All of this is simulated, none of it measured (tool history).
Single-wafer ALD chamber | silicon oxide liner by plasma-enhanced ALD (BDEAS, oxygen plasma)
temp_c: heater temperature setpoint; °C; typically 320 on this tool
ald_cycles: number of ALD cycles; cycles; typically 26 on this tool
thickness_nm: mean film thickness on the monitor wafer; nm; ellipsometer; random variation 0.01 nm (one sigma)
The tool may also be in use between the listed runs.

run    hour  temp_c  ald_cycles  wafers since the last listed run  hours since the last thermocouple change  hours since the gauge calibration  read-back reference wafer on the same gauge, thickness_nm  thickness_nm
  1       0     320          26                                 0                                    1195.6                              830.3                                                      2.748         2.393
         46  -- thermocouple changed; heater temperature recalibrated
  2    62.7     320          26                               800                                      16.7                                893                                                      2.751         2.378
  3   125.5     320          26                               918                                      79.5                              955.8                                                      2.751         2.378
  4   193.8     320          26                               998                                     147.8                             1024.1                                                      2.752         2.387
  5   251.8     320          26                               848                                     205.8                             1082.1                                                       2.75         2.381
  6   299.9     320          26                               703                                     253.9                             1130.2                                                       2.75         2.386
  7     346     320          26                               674                                       300                             1176.3                                                      2.749         2.361
  8   394.6     320          25                               710                                     348.6                             1224.9                                                       2.75         2.269
  9   430.1     320          26                               519                                     384.1                             1260.4                                                      2.752         2.385
 10   494.8     320          26                               946                                     448.8                             1325.1                                                      2.748          2.39
 11     546     320          29                               748                                       500                             1376.3                                                      2.749         2.637
 12   578.6     320          26                               476                                     532.6                             1408.9                                                      2.754         2.383
 13   619.8     314          24                               602                                     573.8                             1450.1                                                      2.747         2.199
 14   649.1     314          24                               428                                     603.1                             1479.4                                                      2.754         2.199
 15   720.8     320          23                              1048                                     674.8                             1551.1                                                      2.754         2.112
 16   787.4     320          26                               974                                     741.4                             1617.7                                                      2.749          2.36
 17     850     320          26                               915                                       804                             1680.3                                                      2.751         2.392
 18   895.4     320          26                               664                                     849.4                             1725.7                                                      2.743         2.391
 19   951.1     331          26                               814                                     905.1                             1781.4                                                      2.748         2.348
 20  1100.7     320          30                              2188                                    1054.7                               1931                                                       2.75         2.726
     1111.8  -- thermocouple changed; heater temperature recalibrated
 21  1171.5     320          30                               918                                      59.7                             2001.8                                                      2.751         2.734
 22    1204     315          26                               475                                      92.2                             2034.3                                                       2.75          2.38
 23  1244.2     309          23                               587                                     132.4                             2074.5                                                      2.746         2.148
 24  1312.2     320          26                               994                                     200.4                             2142.5                                                      2.746         2.365
 25  1438.5     333          27                              1847                                     326.7                             2268.8                                                      2.751         2.439
 26  1464.1     320          26                               374                                     352.3                             2294.4                                                      2.751         2.378
 27  1490.2     320          26                               381                                     378.4                             2320.5                                                      2.751         2.366
 28  1526.8     320          26                               535                                       415                             2357.1                                                      2.755         2.368
 29  1567.7     320          26                               598                                     455.9                               2398                                                      2.746         2.374
 30  1617.8     320          26                               732                                       506                             2448.1                                                      2.749         2.367
 31  1660.9     313          26                               630                                     549.1                             2491.2                                                      2.752         2.393
 32  1692.3     313          22                               459                                     580.5                             2522.6                                                      2.751         2.037
 33  1731.4     307          26                               571                                     619.6                             2561.7                                                      2.751         2.413
     1771.3  -- gauge calibrated
 34  1783.9     310          21                               767                                     672.1                               12.6                                                      2.746          1.94
 35  1840.4     315          29                               826                                     728.6                               69.1                                                      2.753         2.661
 36  1870.2     320          26                               435                                     758.4                               98.9                                                       2.75         2.373
 37  1895.8     305          23                               374                                       784                              124.5                                                       2.75          2.13
 38  1969.9     320          26                              1083                                     858.1                              198.6                                                      2.747         2.372
 39  2039.7     312          22                              1020                                     927.9                              268.4                                                      2.748         2.025
 40  2097.2     312          26                               841                                     985.4                              325.9                                                      2.749         2.418
     2106.2  -- thermocouple changed; heater temperature recalibrated
 41  2125.6     306          26                               298                                      19.4                              354.3                                                      2.749         2.428
 42    2169     325          21                               634                                      62.8                              397.7                                                      2.753         1.901
 43  2301.8     329          26                              1942                                     195.6                              530.5                                                       2.75         2.354
 44  2342.1     320          26                               589                                     235.9                              570.8                                                      2.752          2.38

5 ways to go on from here, each from the tool as it stands after run 44. What would each give?
  A  2342.5     320          22                                 5                                     236.3                              571.2                                                          ?             ?
  B  2342.5     320          21                                 5                                     236.3                              571.2                                                          ?             ?
  C  2342.5     316          24                                 5                                     236.3                              571.2                                                          ?             ?
  D  2342.5     320          28                                 5                                     236.3                              571.2                                                          ?             ?
  E  2342.5     332          28                                 5                                     236.3                              571.2                                                          ?             ?

run  read-back reference wafer on the same gauge, thickness_nm  thickness_nm
  A                                                      2.753         2.013
  B                                                      2.753         1.922
  C                                                      2.753         2.207
  D                                                      2.753         2.562
  E                                                      2.753         2.523
Without the tool's unlogged condition, the same runs would have read:
run  thickness_nm
  A         2.013
  B         1.922
  C         2.207
  D         2.562
  E         2.523

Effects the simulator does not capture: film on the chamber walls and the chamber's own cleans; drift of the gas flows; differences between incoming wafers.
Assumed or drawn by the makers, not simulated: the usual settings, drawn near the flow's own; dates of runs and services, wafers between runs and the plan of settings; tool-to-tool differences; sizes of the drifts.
